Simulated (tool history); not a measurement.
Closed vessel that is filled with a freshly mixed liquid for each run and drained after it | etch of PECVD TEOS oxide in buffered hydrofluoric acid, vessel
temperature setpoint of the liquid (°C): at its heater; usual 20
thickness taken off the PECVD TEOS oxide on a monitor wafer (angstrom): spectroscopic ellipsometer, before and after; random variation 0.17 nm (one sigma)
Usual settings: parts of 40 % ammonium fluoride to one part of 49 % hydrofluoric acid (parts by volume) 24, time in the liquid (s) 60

run   hour  temperature setpoint of the liquid (°C)  parts of 40 % ammonium fluoride to one part of 49 % hydrofluoric acid (parts by volume)  time in the liquid (s)  wafers since the last listed run  hours since the thermometer was replaced  hours since the hydrofluoric acid flow meter was replaced  hours since the gauge calibration  read-back film thickness of the PECVD TEOS oxide reference wafer, read on the same gauge (nm)  thickness taken off the PECVD TEOS oxide on a monitor wafer (angstrom)
  1      0                                     21.5                                                                                       24                      60                                 0                                     361.2                                                     1528.6                              117.4                                                                                             60                                                                   424.6
  2   19.4                                     21.5                                                                                       24                      60                              1652                                     380.6                                                       1548                              136.8                                                                                          59.99                                                                   427.9
  3   53.6                                       20                                                                                       24                      60                              2913                                     414.8                                                     1582.2                                171                                                                                          60.01                                                                   393.7
  4   73.2                                       20                                                                                       24                      60                              1669                                     434.4                                                     1601.8                              190.6                                                                                          59.97                                                                   388.9
  5   91.9                                       20                                                                                       24                      70                              1593                                     453.1                                                     1620.5                              209.3                                                                                          59.98                                                                   453.1
  6  126.7                                       24                                                                                       24                      40                              2964                                     487.9                                                     1655.3                              244.1                                                                                             60                                                                   325.1
       131  -- hydrofluoric acid flow meter replaced
  7  141.8                                       24                                                                                       24                      40                              1201                                       503                                                       10.8                              259.2                                                                                          59.98                                                                   322.7
  8  171.9                                     22.5                                                                                     19.5                      70                              2564                                     533.1                                                       40.9                              289.3                                                                                          60.02                                                                   600.3
  9  198.4                                       17                                                                                       24                      60                              2257                                     559.6                                                       67.4                              315.8                                                                                          60.01                                                                   324.1
     203.9  -- thermometer replaced
 10  228.8                                       20                                                                                       24                      30                              2504                                      24.9                                                       97.8                              346.2                                                                                             60                                                                   203.1
     234.9  -- gauge calibrated
 11    255                                     22.5                                                                                     21.5                      60                              2232                                      51.1                                                        124                               20.1                                                                                          59.99                                                                   496.8
 12  269.5                                       17                                                                                       30                      70                              1235                                      65.6                                                      138.5                               34.6                                                                                          59.98                                                                     340
 13  296.9                                       20                                                                                       30                      35                              2334                                        93                                                      165.9                                 62                                                                                          60.02                                                                   201.1
 14  325.8                                       20                                                                                       24                      60                              2462                                     121.9                                                      194.8                               90.9                                                                                             60                                                                   400.8

Forecast each of these 5 alternatives for the next run:
  A  326.5                                       20                                                                                       24                      60                                59                                     122.6                                                      195.5                               91.6                                                                                              ?                                                                       ?
  B  326.5                                       20                                                                                       30                      70                                59                                     122.6                                                      195.5                               91.6                                                                                              ?                                                                       ?
  C  326.5                                     17.5                                                                                       24                      40                                59                                     122.6                                                      195.5                               91.6                                                                                              ?                                                                       ?
  D  326.5                                     22.5                                                                                     15.5                      60                                59                                     122.6                                                      195.5                               91.6                                                                                              ?                                                                       ?
  E  326.5                                       20                                                                                     26.5                      50                                59                                     122.6                                                      195.5                               91.6                                                                                              ?                                                                       ?

run  read-back film thickness of the PECVD TEOS oxide reference wafer, read on the same gauge (nm)  thickness taken off the PECVD TEOS oxide on a monitor wafer (angstrom)
  A                                                                                          59.98                                                                     400
  B                                                                                          59.98                                                                   399.9
  C                                                                                          59.98                                                                   231.3
  D                                                                                          59.98                                                                   670.6
  E                                                                                          59.98                                                                   311.2
Without the tool's hidden state the same runs would have given:
run  thickness taken off the PECVD TEOS oxide on a monitor wafer (angstrom)
  A                                                                   408.4
  B                                                                   408.3
  C                                                                   236.3
  D                                                                   684.4
  E                                                                   317.8

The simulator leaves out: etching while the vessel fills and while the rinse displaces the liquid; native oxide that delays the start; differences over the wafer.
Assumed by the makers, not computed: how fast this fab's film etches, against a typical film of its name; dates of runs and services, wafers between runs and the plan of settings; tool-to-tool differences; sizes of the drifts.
